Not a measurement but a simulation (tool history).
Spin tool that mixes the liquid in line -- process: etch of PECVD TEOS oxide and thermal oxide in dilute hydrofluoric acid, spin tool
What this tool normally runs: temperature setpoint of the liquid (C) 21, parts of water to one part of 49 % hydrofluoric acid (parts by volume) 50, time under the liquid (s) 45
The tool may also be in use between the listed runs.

run	hour	temperature setpoint of the liquid (C)	parts of water to one part of 49 % hydrofluoric acid (parts by volume)	time under the liquid (s)	wafers since the last listed run	hours since the thermometer was replaced	hours since the hydrofluoric acid flow meter was replaced	hours since the gauge calibration	read-back film thickness of the PECVD TEOS oxide reference wafer, read on the same gauge (nm)	read-back film thickness of the thermal oxide reference wafer, read on the same gauge (nm)	thickness taken off the PECVD TEOS oxide on a monitor wafer (nm)	thickness taken off the thermal oxide on a monitor wafer (nm)
1	0	21	50	45	0	1630.7	527.8	488.8	49.99	69.989	7.59	4.5
2	7.9	21	50	45	140	1638.6	535.7	496.7	50.01	69.965	7.62	4.46
3	18.7	24.5	65	65	192	1649.4	546.5	507.5	50.02	69.997	9.64	5.644
# hour 33.2: thermometer replaced
# hour 35.4: gauge calibrated
4	43.7	18.5	50	45	427	10.5	571.5	8.3	50.02	70.008	6.11	3.631
5	50.4	21	65	25	119	17.2	578.2	15	50.01	70.027	2.91	1.706
6	66.1	21	50	45	279	32.9	593.9	30.7	50	70.001	6.91	3.99
7	75.9	21	50	45	174	42.7	603.7	40.5	50	70.003	6.9	4.003
8	93.8	21	50	45	319	60.6	621.6	58.4	50	69.964	6.95	4.026
9	115.1	21	75	45	379	81.9	642.9	79.7	50.01	70.015	4.47	2.627
10	130.3	25.5	50	25	271	97.1	658.1	94.9	49.98	69.999	4.67	2.719
11	140.7	17.5	50	45	185	107.5	668.5	105.3	50.01	70.019	5.98	3.521
12	154.7	25.5	70	30	249	121.5	682.5	119.3	49.99	69.98	3.82	2.273
# hour 160.1: hydrofluoric acid flow meter replaced
13	165.4	21	70	65	172	132.2	5.3	130	50	69.992	6.86	4.093
14	172.5	25.5	50	55	126	139.3	12.4	137.1	49.98	70.01	9.93	5.95
15	178.6	21	50	45	108	145.4	18.5	143.2	50	70.017	7.01	4.116

What does the tool deliver on the next run?
16	194.8	18.5	65	65	288	161.6	34.7	159.4	?	?	?	?

{"run 16": {"read-back film thickness of the PECVD TEOS oxide reference wafer, read on the same gauge (nm)": 50, "read-back film thickness of the thermal oxide reference wafer, read on the same gauge (nm)": 70.019, "thickness taken off the PECVD TEOS oxide on a monitor wafer (nm)": 6.92, "thickness taken off the thermal oxide on a monitor wafer (nm)": 4.032}}
Had the tool carried no hidden state, the very same run would have given thickness taken off the PECVD TEOS oxide on a monitor wafer (nm) 6.82, thickness taken off the thermal oxide on a monitor wafer (nm) 3.972.

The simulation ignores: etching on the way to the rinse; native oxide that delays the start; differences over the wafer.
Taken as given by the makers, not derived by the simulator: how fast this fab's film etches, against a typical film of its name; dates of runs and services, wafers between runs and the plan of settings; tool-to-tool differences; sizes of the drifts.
